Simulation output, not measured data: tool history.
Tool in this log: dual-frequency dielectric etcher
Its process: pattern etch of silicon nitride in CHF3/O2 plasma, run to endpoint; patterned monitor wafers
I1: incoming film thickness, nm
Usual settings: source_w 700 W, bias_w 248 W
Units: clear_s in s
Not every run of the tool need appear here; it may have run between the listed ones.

run 1 hour=0 | source_w=580 bias_w=261 | I1=80.1 | clear_s=49.5
run 2 hour=15.6 | source_w=580 bias_w=261 | I1=80.1 | clear_s=49.5
run 3 hour=33.3 | source_w=700 bias_w=289 | I1=79.9 | clear_s=45.4
run 4 hour=41 | source_w=700 bias_w=265 | I1=80.9 | clear_s=47.8
run 5 hour=51.2 | source_w=700 bias_w=265 | I1=80.7 | clear_s=47.6
run 6 hour=68.4 | source_w=700 bias_w=248 | I1=79.4 | clear_s=47.3
-- hour=93.1 wet clean of the chamber
run 7 hour=93.6 | source_w=700 bias_w=248 | I1=80.6 | clear_s=50.7
run 8 hour=93.9 | source_w=570 bias_w=213 | I1=80.5 | clear_s=56.1
run 9 hour=106.1 | source_w=700 bias_w=248 | I1=79.7 | clear_s=50.1
run 10 hour=119.4 | source_w=700 bias_w=248 | I1=80.4 | clear_s=50.3

Run 11 has not been measured yet. What should we expect?
run 11 hour=127.4 | source_w=570 bias_w=297 | I1=80.1 | clear_s=?

{"run 11": {"clear_s": 49.9}}
If the tool had no hidden condition, the same run with the same run-to-run variation would have returned clear_s 49.7 s.

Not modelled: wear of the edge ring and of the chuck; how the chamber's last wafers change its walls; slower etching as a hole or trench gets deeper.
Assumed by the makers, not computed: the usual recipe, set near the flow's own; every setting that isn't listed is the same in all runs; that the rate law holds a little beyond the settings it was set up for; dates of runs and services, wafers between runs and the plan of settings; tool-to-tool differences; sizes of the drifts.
